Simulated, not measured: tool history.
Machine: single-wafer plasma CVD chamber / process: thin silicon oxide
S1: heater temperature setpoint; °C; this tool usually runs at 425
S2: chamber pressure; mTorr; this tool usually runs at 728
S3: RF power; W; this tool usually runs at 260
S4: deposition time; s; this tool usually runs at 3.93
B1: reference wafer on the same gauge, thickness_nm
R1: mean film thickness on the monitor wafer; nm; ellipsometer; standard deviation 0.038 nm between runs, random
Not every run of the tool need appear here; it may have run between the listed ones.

| run | hour | S1 | S2 | S3 | S4 | B1 | R1 |
|---|---|---|---|---|---|---|---|
| 1 | 0.0 | 425 | 728 | 260 | 3.43 | 5.737 | 5.589 |
| 2 | 31.8 | 416 | 728 | 260 | 3.93 | 5.726 | 6.444 |
| 3 | 81.6 | 416 | 728 | 260 | 3.93 | 5.730 | 6.444 |
| 4 | 144.5 | 416 | 728 | 260 | 3.93 | 5.723 | 6.490 |
| 5 | 215.4 | 425 | 728 | 260 | 3.93 | 5.742 | 6.463 |
| 6 | 266.4 | 425 | 728 | 260 | 3.93 | 5.708 | 6.391 |
| 7 | 315.8 | 425 | 728 | 260 | 3.93 | 5.726 | 6.448 |
| 8 | 345.9 | 425 | 728 | 235 | 3.93 | 5.736 | 6.157 |
|  | 365.3 | gauge calibrated |
|  | 390.3 | showerhead replaced |
| 9 | 390.8 | 425 | 728 | 260 | 3.93 | 5.732 | 6.476 |
| 10 | 426.8 | 425 | 728 | 260 | 3.93 | 5.713 | 6.434 |
| 11 | 470.8 | 425 | 728 | 260 | 3.93 | 5.741 | 6.431 |
|  | 506.4 | capacitance manometer re-zeroed and calibrated |
| 12 | 506.9 | 425 | 728 | 260 | 3.93 | 5.717 | 6.423 |
| 13 | 546.4 | 432 | 728 | 225 | 3.93 | 5.733 | 6.051 |
| 14 | 582.3 | 421 | 863 | 260 | 3.93 | 5.722 | 7.472 |
| 15 | 622.1 | 432 | 728 | 225 | 3.93 | 5.722 | 6.069 |
|  | 657.7 | RF generator calibrated |
| 16 | 660.1 | 425 | 728 | 260 | 3.93 | 5.723 | 6.537 |
| 17 | 690.5 | 439 | 728 | 300 | 3.93 | 5.723 | 6.721 |

Estimate the outcome of run 18 from the log above:
|  | 703.2 | thermocouple changed; heater temperature recalibrated |
| 18 | 741.4 | 425 | 566 | 220 | 3.93 | ? | ? |

B1: 5.733
R1: 4.674 nm
If the tool had no hidden condition, the same run with the same run-to-run variation would have returned R1 4.674 nm.
